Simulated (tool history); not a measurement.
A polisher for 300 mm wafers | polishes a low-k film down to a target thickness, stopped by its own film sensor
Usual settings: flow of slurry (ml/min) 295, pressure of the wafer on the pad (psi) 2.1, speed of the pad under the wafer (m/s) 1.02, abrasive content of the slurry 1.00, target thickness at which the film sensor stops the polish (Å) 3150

| run | hour | flow of slurry (ml/min) | pressure of the wafer on the pad (psi) | speed of the pad under the wafer (m/s) | abrasive content of the slurry | target thickness at which the film sensor stops the polish (Å) | incoming thickness of the incoming film, nm | time until the film sensor stopped the polish (s) |
|---|---|---|---|---|---|---|---|---|
| 1 | 0.0 | 345 | 2.1 | 1.02 | 1.00 | 3280 | 367.4 | 107.5 |
|  | 48.5 | slurry blender recalibrated |
| 2 | 51.6 | 295 | 2.1 | 1.02 | 1.00 | 3150 | 364.4 | 130.5 |
|  | 60.5 | head pressure recalibrated |
| 3 | 68.8 | 295 | 2.1 | 1.22 | 1.00 | 3010 | 373.9 | 168.8 |
| 4 | 83.4 | 295 | 2.1 | 1.22 | 1.00 | 3010 | 366.8 | 150.2 |
|  | 96.0 | worn pad replaced by a new one |
| 5 | 97.8 | 295 | 2.1 | 1.02 | 1.00 | 3150 | 371.3 | 149.6 |
| 6 | 109.2 | 340 | 2.1 | 1.22 | 1.10 | 3240 | 367.7 | 96.3 |
| 7 | 120.7 | 295 | 1.5 | 1.30 | 0.85 | 3330 | 366.5 | 104.3 |
| 8 | 129.6 | 295 | 2.3 | 1.02 | 1.00 | 3200 | 373.2 | 137.4 |
|  | 131.8 | conditioning disc replaced and pad reconditioned |
| 9 | 142.0 | 295 | 2.1 | 1.02 | 1.00 | 3290 | 373.1 | 121.4 |
|  | 143.0 | slurry nozzle cleaned |
| 10 | 152.2 | 295 | 2.1 | 1.02 | 1.00 | 3150 | 363.6 | 132.5 |
| 11 | 163.0 | 295 | 2.1 | 1.02 | 1.00 | 3010 | 366.5 | 178.8 |
| 12 | 172.8 | 295 | 1.9 | 1.02 | 1.00 | 3060 | 369.8 | 186.8 |
| 13 | 180.3 | 295 | 2.1 | 0.70 | 0.80 | 3150 | 364.3 | 222.0 |
| 14 | 187.0 | 295 | 2.1 | 1.02 | 1.00 | 3150 | 373.1 | 161.9 |
| 15 | 195.2 | 295 | 2.1 | 1.02 | 1.00 | 3150 | 373.8 | 158.4 |
| 16 | 208.0 | 330 | 2.1 | 1.02 | 0.90 | 3150 | 365.7 | 151.7 |
| 17 | 221.3 | 295 | 1.4 | 0.70 | 1.20 | 3150 | 363.3 | 202.8 |
|  | 235.1 | worn pad replaced by a new one |
| 18 | 236.5 | 295 | 1.6 | 1.02 | 1.00 | 3150 | 377.3 | 204.8 |
| 19 | 253.5 | 295 | 2.1 | 1.02 | 0.75 | 2980 | 368.7 | 261.1 |
| 20 | 267.2 | 205 | 2.1 | 1.02 | 1.00 | 3150 | 369.8 | 157.6 |
| 21 | 281.0 | 295 | 2.1 | 1.02 | 1.00 | 3150 | 374.2 | 159.3 |
| 22 | 289.3 | 255 | 1.8 | 1.02 | 1.20 | 3150 | 368.8 | 147.1 |
| 23 | 305.1 | 340 | 2.1 | 0.84 | 1.00 | 3100 | 369.7 | 191.4 |
| 24 | 315.3 | 295 | 1.6 | 0.80 | 0.80 | 3150 | 366.6 | 252.4 |
| 25 | 331.9 | 375 | 2.1 | 1.02 | 1.00 | 3150 | 372.6 | 157.7 |
| 26 | 344.5 | 325 | 2.1 | 1.02 | 1.00 | 3250 | 369.4 | 121.5 |

4 ways to go on from here, each from the tool as it stands after run 26. What would each give?
| A | 345.0 | 270 | 2.1 | 1.02 | 1.00 | 3150 | 370.1 | ? |
| B | 345.0 | 355 | 2.1 | 0.72 | 0.90 | 3150 | 370.1 | ? |
| C | 345.0 | 295 | 2.1 | 1.22 | 1.00 | 3150 | 370.1 | ? |
| D | 345.0 | 360 | 2.1 | 0.84 | 1.00 | 3150 | 370.1 | ? |

| run | time until the film sensor stopped the polish (s) |
|---|---|
| A | 155.1 |
| B | 219.4 |
| C | 133.6 |
| D | 177.6 |
Without the tool's hidden state the same runs would have given:
| run | time until the film sensor stopped the polish (s) |
|---|---|
| A | 143.7 |
| B | 201.8 |
| C | 123.7 |
| D | 164.5 |
